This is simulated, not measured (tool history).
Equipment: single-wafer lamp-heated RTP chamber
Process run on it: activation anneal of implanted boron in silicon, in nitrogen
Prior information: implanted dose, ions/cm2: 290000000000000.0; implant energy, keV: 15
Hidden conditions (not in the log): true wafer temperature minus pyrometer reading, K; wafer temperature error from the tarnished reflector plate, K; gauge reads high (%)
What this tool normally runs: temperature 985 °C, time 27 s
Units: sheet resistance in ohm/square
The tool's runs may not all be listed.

run     day  temperature  time  wafers since the last listed run  wafers since the last pyrometer calibration  wafers since the reflector plate was cleaned  hours since the gauge calibration  read-back reference wafer on the same gauge, sheet resistance  sheet resistance
  1       0          985    27                                 0                                         5523                                          6834                             1087.6                                                         299.03            341.46
      1.808  -- pyrometer window cleaned and pyrometer calibrated
  2   2.817          985    27                               759                                          308                                          7593                             1155.2                                                         298.93            344.26
  3   5.754          985    27                               897                                         1206                                          8491                             1225.7                                                          298.9             339.6
      6.521  -- gauge calibrated
  4   8.533         1002    27                               849                                         2055                                          9340                               48.3                                                         298.97            337.76
  5  10.888         1002    27                               719                                         2775                                         10060                              104.8                                                         299.05            336.63
  6  12.975         1002    27                               638                                         3413                                         10698                              154.9                                                         299.06            337.08
  7  14.812          985    27                               561                                         3974                                         11260                                199                                                         298.84            341.11
  8  17.479          975    27                               815                                         4790                                         12075                                263                                                         298.89             346.5
     19.896  -- pyrometer window cleaned and pyrometer calibrated
  9    20.4          975    27                               790                                          154                                         12866                              333.1                                                         298.65            347.81
     21.783  -- reflector plate cleaned
 10  21.829          975    27                               334                                          489                                            13                              367.4                                                         298.87            354.53
 11    24.4          985    27                               785                                         1275                                           799                              429.1                                                         299.08            342.62
 12  26.771          985    27                               724                                         2000                                          1524                                486                                                         299.07            342.86
 13  29.638          985    27                               876                                         2876                                          2400                              554.8                                                         299.03            344.95
 14  32.054          985    22                               738                                         3615                                          3139                              612.8                                                          299.1             341.9
 15  37.929          985    27                              1795                                         5411                                          4935                              753.8                                                         299.08            342.45
     38.367  -- pyrometer window cleaned and pyrometer calibrated
 16  40.042          985    27                               543                                          512                                          5479                              804.5                                                         298.91            341.69
 17  42.471          985    17                               742                                         1254                                          6221                              862.8                                                         298.92            343.95
 18  50.575          985    17                              2477                                         3732                                          8698                             1057.3                                                         299.16            344.39
 19   52.65          985    27                               634                                         4366                                          9333                             1107.1                                                         299.14            341.49
     55.225  -- pyrometer window cleaned and pyrometer calibrated
 20  55.246          969    37                               691                                            5                                         10024                             1169.4                                                          299.3            348.38
 21  57.433          995    22                               668                                          674                                         10693                             1221.9                                                         299.08            340.57
     58.629  -- gauge calibrated
     58.729  -- reflector plate cleaned
 22   58.75          985    27                               300                                          975                                             6                                2.9                                                         299.25            343.33
 23  60.079          985    27                               406                                         1381                                           413                               34.8                                                         298.99            344.87
 24  62.188          969    27                               644                                         2025                                          1057                               85.4                                                         298.87            358.44
 25  63.825         1003    37                               500                                         2526                                          1558                              124.7                                                         298.92            337.39
 26  65.225          985    27                               427                                         2954                                          1986                              158.3                                                         299.25            342.01
 27  66.258          985    17                               315                                         3270                                          2302                              183.1                                                         299.24            345.17
 28  67.946          985    27                               515                                         3786                                          2817                              223.6                                                         298.95            342.88
 29  69.688          961    18                               532                                         4318                                          3350                              265.4                                                          298.8            372.09
     70.754  -- pyrometer window cleaned and pyrometer calibrated
 30  72.608          998    39                               790                                          566                                          4141                              335.5                                                         299.23            337.18
 31  75.429          968    23                               862                                         1428                                          5003                              403.2                                                         298.65            359.42
 32  76.446          994    20                               310                                         1739                                          5314                              427.6                                                         298.62            340.28
 33  79.108          985    14                               813                                         2553                                          6128                              491.5                                                         298.84            345.97
 34  81.758         1005    27                               810                                         3363                                          6938                              555.1                                                         299.21            335.37
 35  84.688          968    27                               895                                         4258                                          7833                              625.4                                                         298.88            353.89
       86.3  -- pyrometer window cleaned and pyrometer calibrated
 36  86.742          985    27                               526                                          134                                          8359                              674.7                                                         298.78            340.96
 37  89.458         1011    19                               830                                          965                                          9190                              739.9                                                         298.81            336.33

Give the tool's hidden conditions for every run:
true wafer temperature minus pyrometer reading, K: 0 across all the runs
gauge reads high (%): 0 across all the runs
H1: wafer temperature error from the tarnished reflector plate, K
run     H1
  1   5.05
  2   5.61
  3   6.19
  4   6.74
  5   7.21
  6   7.63
  7   7.99
  8   8.52
  9    9.1
 10  0.215
 11  0.726
 12    1.2
 13   1.77
 14   2.25
 15   3.41
 16   3.83
 17   4.32
 18   5.93
 19   6.34
 20   6.86
 21   7.29
 22   1.26
 23   1.52
 24   1.94
 25   2.26
 26   2.54
 27   2.75
 28   3.08
 29   3.43
 30   4.01
 31   4.57
 32   4.77
 33    5.3
 34   5.83
 35   6.41
 36   6.82
 37   7.36

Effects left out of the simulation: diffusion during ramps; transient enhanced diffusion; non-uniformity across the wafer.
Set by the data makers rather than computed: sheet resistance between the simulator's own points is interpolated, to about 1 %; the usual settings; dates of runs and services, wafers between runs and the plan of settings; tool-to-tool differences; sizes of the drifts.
